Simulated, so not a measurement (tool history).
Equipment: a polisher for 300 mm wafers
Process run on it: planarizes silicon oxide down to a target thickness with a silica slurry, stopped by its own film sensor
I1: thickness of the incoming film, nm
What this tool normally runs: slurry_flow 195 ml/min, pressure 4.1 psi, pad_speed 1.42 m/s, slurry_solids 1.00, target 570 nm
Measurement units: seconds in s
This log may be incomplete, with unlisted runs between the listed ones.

{"run": 1, "hour": 0.0, "slurry_flow": 195, "pressure": 3.6, "pad_speed": 1.42, "slurry_solids": 0.9, "target": 570, "I1": 845.4, "seconds": 113.7}
{"run": 2, "hour": 61.1, "slurry_flow": 195, "pressure": 3.6, "pad_speed": 1.42, "slurry_solids": 0.9, "target": 570, "I1": 856.0, "seconds": 112.3}
{"hour": 106.2, "done": "conditioning disc replaced and pad reconditioned"}
{"run": 3, "hour": 120.7, "slurry_flow": 195, "pressure": 3.6, "pad_speed": 1.42, "slurry_solids": 0.9, "target": 570, "I1": 875.4, "seconds": 124.0}
{"run": 4, "hour": 188.3, "slurry_flow": 195, "pressure": 4.1, "pad_speed": 1.42, "slurry_solids": 1.0, "target": 570, "I1": 870.2, "seconds": 106.0}
{"run": 5, "hour": 257.4, "slurry_flow": 195, "pressure": 3.2, "pad_speed": 1.42, "slurry_solids": 1.1, "target": 570, "I1": 863.8, "seconds": 133.8}
{"hour": 264.4, "done": "worn pad replaced by a new one"}
{"run": 6, "hour": 287.9, "slurry_flow": 150, "pressure": 4.9, "pad_speed": 1.42, "slurry_solids": 0.8, "target": 570, "I1": 862.5, "seconds": 89.2}
{"hour": 304.0, "done": "slurry blender recalibrated"}
{"run": 7, "hour": 351.0, "slurry_flow": 140, "pressure": 4.1, "pad_speed": 1.06, "slurry_solids": 1.0, "target": 570, "I1": 866.6, "seconds": 134.6}
{"run": 8, "hour": 389.3, "slurry_flow": 195, "pressure": 4.1, "pad_speed": 1.22, "slurry_solids": 1.0, "target": 570, "I1": 877.5, "seconds": 117.1}
{"run": 9, "hour": 438.8, "slurry_flow": 195, "pressure": 5.2, "pad_speed": 1.42, "slurry_solids": 1.0, "target": 570, "I1": 852.5, "seconds": 77.5}
{"run": 10, "hour": 499.5, "slurry_flow": 195, "pressure": 4.1, "pad_speed": 1.42, "slurry_solids": 1.0, "target": 570, "I1": 866.2, "seconds": 106.5}
{"hour": 547.6, "done": "head pressure recalibrated"}
{"run": 11, "hour": 563.8, "slurry_flow": 195, "pressure": 3.0, "pad_speed": 1.14, "slurry_solids": 0.75, "target": 570, "I1": 846.4, "seconds": 189.8}
{"hour": 582.2, "done": "slurry nozzle cleaned"}
{"hour": 592.6, "done": "conditioning disc replaced and pad reconditioned"}
{"run": 12, "hour": 605.8, "slurry_flow": 195, "pressure": 4.1, "pad_speed": 1.42, "slurry_solids": 0.9, "target": 570, "I1": 853.1, "seconds": 99.2}
{"run": 13, "hour": 651.2, "slurry_flow": 195, "pressure": 4.8, "pad_speed": 1.8, "slurry_solids": 1.0, "target": 570, "I1": 863.4, "seconds": 70.8}
{"run": 14, "hour": 694.8, "slurry_flow": 245, "pressure": 4.7, "pad_speed": 1.42, "slurry_solids": 1.0, "target": 480, "I1": 851.8, "seconds": 104.0}
{"run": 15, "hour": 723.7, "slurry_flow": 135, "pressure": 3.7, "pad_speed": 1.42, "slurry_solids": 1.0, "target": 570, "I1": 863.9, "seconds": 115.2}
{"hour": 762.5, "done": "slurry blender recalibrated"}
{"run": 16, "hour": 775.5, "slurry_flow": 145, "pressure": 4.1, "pad_speed": 1.14, "slurry_solids": 0.8, "target": 528, "I1": 859.6, "seconds": 160.4}
{"run": 17, "hour": 809.3, "slurry_flow": 195, "pressure": 4.1, "pad_speed": 1.42, "slurry_solids": 1.0, "target": 540, "I1": 872.4, "seconds": 113.3}
{"hour": 824.0, "done": "worn pad replaced by a new one"}
{"run": 18, "hour": 918.6, "slurry_flow": 195, "pressure": 4.1, "pad_speed": 1.64, "slurry_solids": 1.0, "target": 541, "I1": 863.2, "seconds": 93.2}
{"run": 19, "hour": 979.4, "slurry_flow": 195, "pressure": 4.1, "pad_speed": 0.98, "slurry_solids": 1.0, "target": 504, "I1": 860.2, "seconds": 155.1}
{"run": 20, "hour": 1046.1, "slurry_flow": 195, "pressure": 2.7, "pad_speed": 1.42, "slurry_solids": 0.8, "target": 497, "I1": 865.1, "seconds": 208.8}
{"run": 21, "hour": 1091.3, "slurry_flow": 195, "pressure": 3.7, "pad_speed": 1.42, "slurry_solids": 1.0, "target": 570, "I1": 862.9, "seconds": 111.6}
{"run": 22, "hour": 1121.9, "slurry_flow": 250, "pressure": 4.8, "pad_speed": 1.76, "slurry_solids": 1.0, "target": 483, "I1": 865.0, "seconds": 93.1}
{"hour": 1131.3, "done": "conditioning disc replaced and pad reconditioned"}
{"run": 23, "hour": 1162.4, "slurry_flow": 195, "pressure": 4.1, "pad_speed": 1.42, "slurry_solids": 1.0, "target": 570, "I1": 879.3, "seconds": 110.0}
{"hour": 1168.0, "done": "head pressure recalibrated"}
{"run": 24, "hour": 1195.1, "slurry_flow": 195, "pressure": 4.1, "pad_speed": 1.0, "slurry_solids": 1.0, "target": 570, "I1": 857.3, "seconds": 135.6}
{"hour": 1237.3, "done": "slurry blender recalibrated"}
{"run": 25, "hour": 1243.8, "slurry_flow": 195, "pressure": 4.1, "pad_speed": 1.42, "slurry_solids": 1.0, "target": 570, "I1": 848.6, "seconds": 101.2}
{"hour": 1248.7, "done": "worn pad replaced by a new one"}
{"run": 26, "hour": 1283.9, "slurry_flow": 195, "pressure": 4.1, "pad_speed": 1.42, "slurry_solids": 0.9, "target": 520, "I1": 864.1, "seconds": 120.1}

Below are 3 alternative next runs, each starting from the tool's condition after run 26. Predict each:
{"run": "A", "hour": 1284.4, "slurry_flow": 195, "pressure": 4.1, "pad_speed": 1.42, "slurry_solids": 1.0, "target": 570, "I1": 863.6, "seconds": "?"}
{"run": "B", "hour": 1284.4, "slurry_flow": 240, "pressure": 4.1, "pad_speed": 1.42, "slurry_solids": 1.1, "target": 471, "I1": 863.6, "seconds": "?"}
{"run": "C", "hour": 1284.4, "slurry_flow": 155, "pressure": 4.1, "pad_speed": 1.42, "slurry_solids": 1.0, "target": 570, "I1": 863.6, "seconds": "?"}

run=A seconds=94.4
run=B seconds=116.4
run=C seconds=100.0
With the hidden condition removed and each run's random variation left untouched, the same runs would have given:
run=A seconds=84.8
run=B seconds=106.1
run=C seconds=88.1
